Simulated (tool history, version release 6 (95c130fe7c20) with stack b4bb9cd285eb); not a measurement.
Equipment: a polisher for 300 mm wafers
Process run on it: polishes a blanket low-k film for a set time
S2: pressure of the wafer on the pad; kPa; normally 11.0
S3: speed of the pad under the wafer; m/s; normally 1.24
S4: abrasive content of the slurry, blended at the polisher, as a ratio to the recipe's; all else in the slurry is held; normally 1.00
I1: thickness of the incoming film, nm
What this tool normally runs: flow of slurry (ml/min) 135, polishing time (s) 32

{"run": 1, "day": 0.0, "flow of slurry (ml/min)": 135, "S2": 11.0, "S3": 1.24, "S4": 1.0, "polishing time (s)": 32, "I1": 507.3, "film removed (Å)": 103}
{"run": 2, "day": 0.317, "flow of slurry (ml/min)": 135, "S2": 11.0, "S3": 1.36, "S4": 1.0, "polishing time (s)": 32, "I1": 511.8, "film removed (Å)": 109}
{"run": 3, "day": 0.575, "flow of slurry (ml/min)": 135, "S2": 11.0, "S3": 1.52, "S4": 1.0, "polishing time (s)": 32, "I1": 515.2, "film removed (Å)": 120}
{"day": 0.696, "done": "slurry blender recalibrated"}
{"day": 1.138, "done": "worn pad replaced by a new one"}
{"run": 4, "day": 1.229, "flow of slurry (ml/min)": 135, "S2": 11.0, "S3": 1.52, "S4": 1.0, "polishing time (s)": 32, "I1": 511.3, "film removed (Å)": 125}
{"run": 5, "day": 1.662, "flow of slurry (ml/min)": 135, "S2": 11.0, "S3": 1.52, "S4": 1.0, "polishing time (s)": 32, "I1": 510.0, "film removed (Å)": 124}
{"run": 6, "day": 2.071, "flow of slurry (ml/min)": 135, "S2": 11.0, "S3": 1.24, "S4": 1.0, "polishing time (s)": 32, "I1": 519.8, "film removed (Å)": 104}
{"run": 7, "day": 2.404, "flow of slurry (ml/min)": 180, "S2": 11.0, "S3": 1.48, "S4": 0.7, "polishing time (s)": 32, "I1": 507.0, "film removed (Å)": 96}
{"run": 8, "day": 2.725, "flow of slurry (ml/min)": 95, "S2": 14.5, "S3": 1.24, "S4": 1.15, "polishing time (s)": 41, "I1": 510.9, "film removed (Å)": 168}
{"run": 9, "day": 3.362, "flow of slurry (ml/min)": 170, "S2": 11.0, "S3": 1.48, "S4": 1.0, "polishing time (s)": 32, "I1": 508.0, "film removed (Å)": 124}
{"run": 10, "day": 3.958, "flow of slurry (ml/min)": 120, "S2": 6.9, "S3": 0.98, "S4": 1.0, "polishing time (s)": 32, "I1": 512.8, "film removed (Å)": 51}
{"run": 11, "day": 4.629, "flow of slurry (ml/min)": 135, "S2": 11.0, "S3": 1.24, "S4": 1.0, "polishing time (s)": 32, "I1": 518.0, "film removed (Å)": 102}
{"run": 12, "day": 4.975, "flow of slurry (ml/min)": 135, "S2": 11.0, "S3": 1.24, "S4": 1.0, "polishing time (s)": 32, "I1": 505.7, "film removed (Å)": 102}
{"day": 5.45, "done": "worn pad replaced by a new one"}
{"run": 13, "day": 5.471, "flow of slurry (ml/min)": 105, "S2": 11.0, "S3": 1.54, "S4": 1.0, "polishing time (s)": 32, "I1": 514.8, "film removed (Å)": 114}
{"day": 5.546, "done": "slurry nozzle cleaned"}
{"run": 14, "day": 5.729, "flow of slurry (ml/min)": 135, "S2": 11.0, "S3": 1.24, "S4": 1.0, "polishing time (s)": 32, "I1": 513.9, "film removed (Å)": 109}
{"run": 15, "day": 6.021, "flow of slurry (ml/min)": 135, "S2": 11.0, "S3": 1.24, "S4": 1.0, "polishing time (s)": 32, "I1": 516.6, "film removed (Å)": 110}
{"run": 16, "day": 6.3, "flow of slurry (ml/min)": 135, "S2": 11.0, "S3": 1.24, "S4": 0.85, "polishing time (s)": 32, "I1": 507.3, "film removed (Å)": 97}
{"day": 6.567, "done": "conditioning disc replaced and pad reconditioned"}
{"run": 17, "day": 6.692, "flow of slurry (ml/min)": 135, "S2": 13.8, "S3": 1.24, "S4": 1.0, "polishing time (s)": 32, "I1": 515.5, "film removed (Å)": 135}
{"run": 18, "day": 7.121, "flow of slurry (ml/min)": 180, "S2": 11.0, "S3": 1.24, "S4": 1.0, "polishing time (s)": 32, "I1": 517.6, "film removed (Å)": 114}
{"run": 19, "day": 7.4, "flow of slurry (ml/min)": 135, "S2": 7.6, "S3": 1.24, "S4": 1.0, "polishing time (s)": 32, "I1": 501.5, "film removed (Å)": 73}
{"run": 20, "day": 7.883, "flow of slurry (ml/min)": 125, "S2": 13.1, "S3": 1.24, "S4": 1.0, "polishing time (s)": 27, "I1": 513.2, "film removed (Å)": 105}
{"run": 21, "day": 8.183, "flow of slurry (ml/min)": 180, "S2": 13.8, "S3": 0.88, "S4": 1.0, "polishing time (s)": 32, "I1": 509.3, "film removed (Å)": 107}
{"day": 9.038, "done": "worn pad replaced by a new one"}
{"run": 22, "day": 9.058, "flow of slurry (ml/min)": 135, "S2": 11.0, "S3": 1.24, "S4": 1.0, "polishing time (s)": 32, "I1": 517.3, "film removed (Å)": 109}
{"run": 23, "day": 9.508, "flow of slurry (ml/min)": 105, "S2": 11.0, "S3": 1.0, "S4": 1.0, "polishing time (s)": 32, "I1": 518.2, "film removed (Å)": 85}
{"run": 24, "day": 9.775, "flow of slurry (ml/min)": 165, "S2": 13.8, "S3": 1.24, "S4": 0.8, "polishing time (s)": 23, "I1": 505.0, "film removed (Å)": 86}
{"run": 25, "day": 10.142, "flow of slurry (ml/min)": 135, "S2": 11.0, "S3": 1.24, "S4": 1.0, "polishing time (s)": 38, "I1": 515.5, "film removed (Å)": 126}
{"run": 26, "day": 10.762, "flow of slurry (ml/min)": 135, "S2": 11.0, "S3": 1.24, "S4": 1.0, "polishing time (s)": 32, "I1": 514.9, "film removed (Å)": 107}
{"day": 11.096, "done": "slurry blender recalibrated"}
{"run": 27, "day": 11.25, "flow of slurry (ml/min)": 135, "S2": 11.0, "S3": 1.24, "S4": 1.0, "polishing time (s)": 32, "I1": 508.1, "film removed (Å)": 106}

What if the next run were any one of these 3? Each begins from the tool's condition after run 27:
{"run": "A", "day": 11.267, "flow of slurry (ml/min)": 135, "S2": 11.0, "S3": 0.88, "S4": 1.0, "polishing time (s)": 32, "I1": 503.8, "film removed (Å)": "?"}
{"run": "B", "day": 11.267, "flow of slurry (ml/min)": 135, "S2": 11.0, "S3": 1.58, "S4": 1.0, "polishing time (s)": 32, "I1": 503.8, "film removed (Å)": "?"}
{"run": "C", "day": 11.267, "flow of slurry (ml/min)": 165, "S2": 11.0, "S3": 0.88, "S4": 1.0, "polishing time (s)": 32, "I1": 503.8, "film removed (Å)": "?"}

run=A film_removed_(Å)=80
run=B film_removed_(Å)=127
run=C film_removed_(Å)=83
With the hidden condition removed and each run's random variation left untouched, the same runs would have given:
run=A film_removed_(Å)=84
run=B film_removed_(Å)=135
run=C film_removed_(Å)=88
